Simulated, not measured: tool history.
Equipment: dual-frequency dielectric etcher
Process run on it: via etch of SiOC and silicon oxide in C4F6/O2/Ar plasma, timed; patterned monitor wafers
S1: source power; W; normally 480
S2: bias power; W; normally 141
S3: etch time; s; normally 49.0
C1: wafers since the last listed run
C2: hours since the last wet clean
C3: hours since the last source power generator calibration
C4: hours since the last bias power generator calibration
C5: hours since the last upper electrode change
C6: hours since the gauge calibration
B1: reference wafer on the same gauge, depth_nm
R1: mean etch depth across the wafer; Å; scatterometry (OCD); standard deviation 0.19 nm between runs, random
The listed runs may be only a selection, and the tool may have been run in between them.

| run | hour | S1 | S2 | S3 | C1 | C2 | C3 | C4 | C5 | C6 | B1 | R1 |
|---|---|---|---|---|---|---|---|---|---|---|---|---|
| 1 | 0.0 | 420 | 141 | 49.0 | 0 | 437.9 | 3687.4 | 5016.9 | 4259.4 | 227.3 | 59.4 | 537 |
|  | 7.6 | wet clean of the chamber |
| 2 | 36.3 | 480 | 141 | 49.0 | 235 | 28.7 | 3723.7 | 5053.2 | 4295.7 | 263.6 | 59.4 | 573 |
| 3 | 100.7 | 480 | 141 | 49.0 | 529 | 93.1 | 3788.1 | 5117.6 | 4360.1 | 328.0 | 59.4 | 571 |
| 4 | 163.4 | 480 | 141 | 49.0 | 515 | 155.8 | 3850.8 | 5180.3 | 4422.8 | 390.7 | 59.4 | 571 |
| 5 | 195.1 | 480 | 141 | 49.0 | 260 | 187.5 | 3882.5 | 5212.0 | 4454.5 | 422.4 | 59.4 | 569 |
|  | 251.8 | upper electrode replaced |
|  | 253.2 | bias power generator calibrated |
| 6 | 253.7 | 480 | 141 | 49.0 | 273 | 246.1 | 3941.1 | 0.5 | 1.9 | 481.0 | 59.4 | 568 |
| 7 | 295.4 | 480 | 141 | 49.0 | 342 | 287.8 | 3982.8 | 42.2 | 43.6 | 522.7 | 59.4 | 562 |
| 8 | 357.2 | 510 | 149 | 49.0 | 507 | 349.6 | 4044.6 | 104.0 | 105.4 | 584.5 | 59.4 | 582 |
|  | 399.4 | wet clean of the chamber |
| 9 | 399.9 | 480 | 161 | 49.0 | 153 | 0.5 | 4087.3 | 146.7 | 148.1 | 627.2 | 59.4 | 570 |
|  | 419.9 | gauge calibrated |
| 10 | 443.0 | 430 | 129 | 36.0 | 354 | 43.6 | 4130.4 | 189.8 | 191.2 | 23.1 | 59.4 | 379 |
| 11 | 508.5 | 480 | 171 | 44.5 | 538 | 109.1 | 4195.9 | 255.3 | 256.7 | 88.6 | 59.4 | 526 |
|  | 569.3 | wet clean of the chamber, repeated, since the last time left the tool worse |
| 12 | 574.3 | 440 | 141 | 49.0 | 343 | 5.0 | 4261.7 | 321.1 | 322.5 | 154.4 | 59.4 | 563 |

Predict the results of run 13:
|  | 580.0 | source power generator calibrated |
| 13 | 633.5 | 480 | 141 | 49.0 | 453 | 64.2 | 53.5 | 380.3 | 381.7 | 213.6 | ? | ? |

Run 13 measured B1 59.4, R1 571 Å.
If the tool had no hidden condition, the same run with the same run-to-run variation would have returned R1 575 Å.

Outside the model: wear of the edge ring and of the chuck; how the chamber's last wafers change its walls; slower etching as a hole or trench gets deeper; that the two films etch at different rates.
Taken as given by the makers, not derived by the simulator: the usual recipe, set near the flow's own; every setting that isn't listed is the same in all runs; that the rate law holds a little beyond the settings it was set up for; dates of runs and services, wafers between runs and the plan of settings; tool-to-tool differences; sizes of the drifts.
